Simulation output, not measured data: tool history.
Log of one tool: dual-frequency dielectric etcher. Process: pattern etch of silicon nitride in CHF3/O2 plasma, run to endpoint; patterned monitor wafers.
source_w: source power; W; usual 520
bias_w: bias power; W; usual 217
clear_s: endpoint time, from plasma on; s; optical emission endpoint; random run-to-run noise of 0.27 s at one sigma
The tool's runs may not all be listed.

run,day,source_w,bias_w,"incoming incoming film thickness, nm",clear_s
1,0,520,217,61.6,38.8
2,0.942,520,217,61.6,38.7
3,1.854,520,217,61.8,38.8
4,3.042,420,217,61.2,44.1
5,4.038,520,217,62.2,38.5
6,7.446,550,176,61.8,41.2
7,8.342,520,217,62.3,39
8,9.221,450,217,61.8,42.9
9,10.271,450,217,61.7,42.5
10,11.017,450,217,62.1,42.5
11,12.046,520,217,62.3,39.4
# day 12.283: source power generator calibrated
12,12.975,520,217,61,38.6
13,13.921,520,217,62.3,39.1
14,14.812,520,217,62,39.3
15,15.8,520,244,61.5,36.6
16,16.808,580,217,62,36.1
17,17.546,580,217,61.4,36.2
18,18.933,410,266,61.6,41.5
# day 20.25: wet clean of the chamber
# day 21.246: upper electrode replaced
19,21.267,610,245,61.5,33.8
20,21.404,520,217,61.7,38.9
21,22.762,580,175,62,40.4
22,23.992,640,193,62.3,36.7
23,24.729,520,217,61.7,39.1
24,25.262,580,190,61.9,38.8
25,26.483,470,172,62.3,46.3
# day 26.95: bias power generator calibrated
26,27.888,410,257,61.1,41.3
27,28.458,620,245,61.6,33.1
28,29.308,570,217,61.6,37.2

What does the tool deliver on the next run?
29,30.104,600,217,61.7,?

Run 29 measured clear_s 36.1 s.
Without the tool's hidden state the same run would have given clear_s 36.1 s.

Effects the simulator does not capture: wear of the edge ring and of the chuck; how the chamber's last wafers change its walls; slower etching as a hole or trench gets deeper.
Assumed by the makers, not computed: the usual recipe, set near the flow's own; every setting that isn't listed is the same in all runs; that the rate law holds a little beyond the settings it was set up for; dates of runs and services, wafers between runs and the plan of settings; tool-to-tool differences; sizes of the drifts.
